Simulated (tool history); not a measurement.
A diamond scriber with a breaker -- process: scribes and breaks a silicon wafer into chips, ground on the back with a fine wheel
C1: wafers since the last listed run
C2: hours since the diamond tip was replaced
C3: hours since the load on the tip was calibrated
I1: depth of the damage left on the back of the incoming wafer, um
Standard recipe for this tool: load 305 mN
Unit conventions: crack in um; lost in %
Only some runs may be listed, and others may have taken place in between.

{"run": 1, "hour": 0.0, "load": 305, "C1": 0, "C2": 671.7, "C3": 1253.7, "I1": 2.32, "crack": 11.73, "lost": 5.14}
{"run": 2, "hour": 7.6, "load": 348, "C1": 9, "C2": 679.3, "C3": 1261.3, "I1": 2.98, "crack": 13.07, "lost": 3.16}
{"run": 3, "hour": 14.8, "load": 348, "C1": 8, "C2": 686.5, "C3": 1268.5, "I1": 2.68, "crack": 13.13, "lost": 2.95}
{"run": 4, "hour": 31.4, "load": 305, "C1": 20, "C2": 703.1, "C3": 1285.1, "I1": 1.57, "crack": 11.67, "lost": 4.94}
{"run": 5, "hour": 46.0, "load": 305, "C1": 18, "C2": 717.7, "C3": 1299.7, "I1": 2.84, "crack": 11.68, "lost": 6.38}
{"run": 6, "hour": 55.6, "load": 345, "C1": 11, "C2": 727.3, "C3": 1309.3, "I1": 2.66, "crack": 12.92, "lost": 3.01}
{"run": 7, "hour": 93.5, "load": 345, "C1": 47, "C2": 765.2, "C3": 1347.2, "I1": 1.76, "crack": 13.07, "lost": 2.58}
{"run": 8, "hour": 110.9, "load": 243, "C1": 21, "C2": 782.6, "C3": 1364.6, "I1": 2.4, "crack": 9.36, "lost": 17.24}
{"run": 9, "hour": 127.9, "load": 243, "C1": 21, "C2": 799.6, "C3": 1381.6, "I1": 2.99, "crack": 9.46, "lost": 17.55}
{"run": 10, "hour": 138.9, "load": 305, "C1": 13, "C2": 810.6, "C3": 1392.6, "I1": 1.91, "crack": 11.57, "lost": 5.68}
{"run": 11, "hour": 154.5, "load": 305, "C1": 19, "C2": 826.2, "C3": 1408.2, "I1": 1.69, "crack": 11.41, "lost": 5.41}
{"run": 12, "hour": 193.5, "load": 305, "C1": 48, "C2": 865.2, "C3": 1447.2, "I1": 2.78, "crack": 11.46, "lost": 6.25}
{"run": 13, "hour": 211.2, "load": 332, "C1": 22, "C2": 882.9, "C3": 1464.9, "I1": 1.6, "crack": 12.45, "lost": 3.58}
{"run": 14, "hour": 227.1, "load": 305, "C1": 19, "C2": 898.8, "C3": 1480.8, "I1": 1.54, "crack": 11.67, "lost": 5.49}
{"run": 15, "hour": 237.6, "load": 305, "C1": 13, "C2": 909.3, "C3": 1491.3, "I1": 2.42, "crack": 11.38, "lost": 6.38}
{"run": 16, "hour": 249.1, "load": 305, "C1": 14, "C2": 920.8, "C3": 1502.8, "I1": 2.43, "crack": 11.53, "lost": 5.85}
{"hour": 263.1, "done": "load on the tip recalibrated"}
{"run": 17, "hour": 263.6, "load": 237, "C1": 15, "C2": 935.3, "C3": 0.5, "I1": 2.05, "crack": 9.18, "lost": 18.48}
{"run": 18, "hour": 272.5, "load": 265, "C1": 11, "C2": 944.2, "C3": 9.4, "I1": 2.5, "crack": 10.23, "lost": 12.57}
{"run": 19, "hour": 282.9, "load": 276, "C1": 12, "C2": 954.6, "C3": 19.8, "I1": 1.55, "crack": 10.65, "lost": 9.51}
{"run": 20, "hour": 300.6, "load": 305, "C1": 22, "C2": 972.3, "C3": 37.5, "I1": 2.08, "crack": 11.53, "lost": 5.72}
{"run": 21, "hour": 313.9, "load": 381, "C1": 16, "C2": 985.6, "C3": 50.8, "I1": 2.67, "crack": 14.14, "lost": 2.31}
{"run": 22, "hour": 328.0, "load": 305, "C1": 17, "C2": 999.7, "C3": 64.9, "I1": 2.18, "crack": 11.43, "lost": 6.05}
{"run": 23, "hour": 343.9, "load": 348, "C1": 19, "C2": 1015.6, "C3": 80.8, "I1": 2.34, "crack": 13.0, "lost": 2.99}
{"run": 24, "hour": 357.3, "load": 305, "C1": 16, "C2": 1029.0, "C3": 94.2, "I1": 1.66, "crack": 11.56, "lost": 5.42}
{"run": 25, "hour": 368.8, "load": 305, "C1": 14, "C2": 1040.5, "C3": 105.7, "I1": 2.59, "crack": 11.39, "lost": 6.75}
{"run": 26, "hour": 379.2, "load": 224, "C1": 12, "C2": 1050.9, "C3": 116.1, "I1": 2.98, "crack": 8.82, "lost": 25.3}
{"run": 27, "hour": 392.6, "load": 215, "C1": 16, "C2": 1064.3, "C3": 129.5, "I1": 2.46, "crack": 8.29, "lost": 25.38}
{"run": 28, "hour": 408.6, "load": 343, "C1": 19, "C2": 1080.3, "C3": 145.5, "I1": 2.0, "crack": 12.39, "lost": 3.18}
{"run": 29, "hour": 423.2, "load": 356, "C1": 18, "C2": 1094.9, "C3": 160.1, "I1": 1.83, "crack": 13.04, "lost": 2.48}
{"run": 30, "hour": 432.5, "load": 246, "C1": 11, "C2": 1104.2, "C3": 169.4, "I1": 1.98, "crack": 9.32, "lost": 16.25}
{"run": 31, "hour": 445.7, "load": 267, "C1": 16, "C2": 1117.4, "C3": 182.6, "I1": 1.88, "crack": 10.33, "lost": 12.18}
{"run": 32, "hour": 455.0, "load": 305, "C1": 11, "C2": 1126.7, "C3": 191.9, "I1": 2.94, "crack": 11.5, "lost": 7.32}
{"run": 33, "hour": 469.9, "load": 346, "C1": 18, "C2": 1141.6, "C3": 206.8, "I1": 2.63, "crack": 12.49, "lost": 3.41}
{"run": 34, "hour": 491.4, "load": 305, "C1": 26, "C2": 1163.1, "C3": 228.3, "I1": 2.44, "crack": 11.62, "lost": 6.83}

Expected results for the next run?
{"hour": 497.4, "done": "diamond tip replaced by a new one"}
{"run": 35, "hour": 507.2, "load": 262, "C1": 17, "C2": 9.8, "C3": 244.1, "I1": 2.49, "crack": "?", "lost": "?"}

Run 35 produced crack 12.21 um, lost 4.75 %.
Without the tool's hidden state the same run would have given crack 12.33 um, lost 4.45 %.
